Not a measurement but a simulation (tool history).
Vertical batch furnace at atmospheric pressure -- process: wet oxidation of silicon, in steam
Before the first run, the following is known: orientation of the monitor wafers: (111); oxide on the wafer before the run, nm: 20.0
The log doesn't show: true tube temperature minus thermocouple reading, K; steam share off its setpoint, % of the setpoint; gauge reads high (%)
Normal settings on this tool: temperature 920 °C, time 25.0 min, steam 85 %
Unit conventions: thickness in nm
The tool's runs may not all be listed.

| run | day | temperature | time | steam | wafers since the last listed run | hours since the last temperature calibration | hours since the steam generator was serviced | hours since the gauge calibration | read-back reference wafer on the same gauge, thickness | thickness |
|---|---|---|---|---|---|---|---|---|---|---|
| 1 | 0.000 | 920 | 25.0 | 85 | 0 | 1894.9 | 1083.4 | 565.5 | 157.93 | 142.59 |
| 2 | 1.250 | 920 | 25.0 | 85 | 600 | 1924.9 | 1113.4 | 595.5 | 158.02 | 143.27 |
| 3 | 3.421 | 920 | 25.0 | 85 | 1043 | 1977.0 | 1165.5 | 647.6 | 157.98 | 142.99 |
| 4 | 5.758 | 920 | 25.0 | 85 | 1123 | 2033.1 | 1221.6 | 703.7 | 158.01 | 142.00 |
| 5 | 8.433 | 920 | 25.0 | 85 | 1285 | 2097.3 | 1285.8 | 767.9 | 157.97 | 142.47 |
| 6 | 11.154 | 920 | 25.0 | 85 | 1307 | 2162.6 | 1351.1 | 833.2 | 158.11 | 141.24 |
| 7 | 13.062 | 920 | 17.0 | 85 | 917 | 2208.4 | 1396.9 | 879.0 | 157.98 | 107.17 |
| 8 | 14.375 | 920 | 18.0 | 85 | 630 | 2239.9 | 1428.4 | 910.5 | 158.00 | 111.69 |
| 9 | 15.433 | 920 | 18.0 | 85 | 508 | 2265.3 | 1453.8 | 935.9 | 158.04 | 111.53 |
| 10 | 17.488 | 920 | 18.0 | 85 | 987 | 2314.6 | 1503.1 | 985.2 | 158.05 | 111.75 |
| 11 | 19.221 | 920 | 25.0 | 85 | 832 | 2356.2 | 1544.7 | 1026.8 | 157.93 | 140.98 |
| 12 | 21.033 | 920 | 25.0 | 85 | 871 | 2399.7 | 1588.2 | 1070.3 | 157.98 | 140.55 |
| 13 | 22.750 | 935 | 25.0 | 85 | 824 | 2440.9 | 1629.4 | 1111.5 | 158.01 | 161.54 |
| 14 | 24.838 | 931 | 33.0 | 74 | 1003 | 2491.0 | 1679.5 | 1161.6 | 158.03 | 172.43 |
|  | 26.292 | thermocouples replaced and temperature profile calibrated |
| 15 | 26.988 | 920 | 25.0 | 85 | 552 | 16.7 | 1731.1 | 1213.2 | 157.95 | 140.13 |
|  | 28.521 | steam generator serviced |
| 16 | 28.967 | 920 | 25.0 | 85 | 470 | 64.2 | 10.7 | 1260.7 | 157.98 | 147.42 |
| 17 | 31.688 | 920 | 25.0 | 85 | 1307 | 129.5 | 76.0 | 1326.0 | 157.99 | 146.87 |
|  | 33.079 | gauge calibrated |
| 18 | 34.308 | 920 | 25.0 | 85 | 1259 | 192.4 | 138.9 | 29.5 | 157.98 | 146.96 |
| 19 | 35.646 | 920 | 25.0 | 79 | 642 | 224.5 | 171.0 | 61.6 | 158.01 | 138.78 |
| 20 | 37.721 | 898 | 21.5 | 80 | 997 | 274.3 | 220.8 | 111.4 | 158.04 | 100.20 |
| 21 | 39.738 | 896 | 30.5 | 89 | 969 | 322.7 | 269.2 | 159.8 | 157.93 | 135.61 |
| 22 | 41.846 | 920 | 25.0 | 85 | 1013 | 373.3 | 319.8 | 210.4 | 157.99 | 146.29 |
| 23 | 43.629 | 904 | 25.0 | 77 | 856 | 416.1 | 362.6 | 253.2 | 157.93 | 115.43 |
| 24 | 46.388 | 920 | 33.5 | 85 | 1325 | 482.3 | 428.8 | 319.4 | 158.02 | 180.42 |

Alternative continuations, all from the tool just after run 24; predict every row:
| A | 46.554 | 920 | 25.0 | 85 | 80 | 486.3 | 432.8 | 323.4 | ? | ? |
| B | 46.554 | 932 | 31.0 | 85 | 80 | 486.3 | 432.8 | 323.4 | ? | ? |
| C | 46.554 | 911 | 15.0 | 91 | 80 | 486.3 | 432.8 | 323.4 | ? | ? |

| run | read-back reference wafer on the same gauge, thickness | thickness |
|---|---|---|
| A | 157.95 | 145.46 |
| B | 157.95 | 189.52 |
| C | 157.95 | 96.82 |
Without the tool's hidden state the same runs would have given:
| run | thickness |
|---|---|
| A | 147.19 |
| B | 191.76 |
| C | 97.93 |
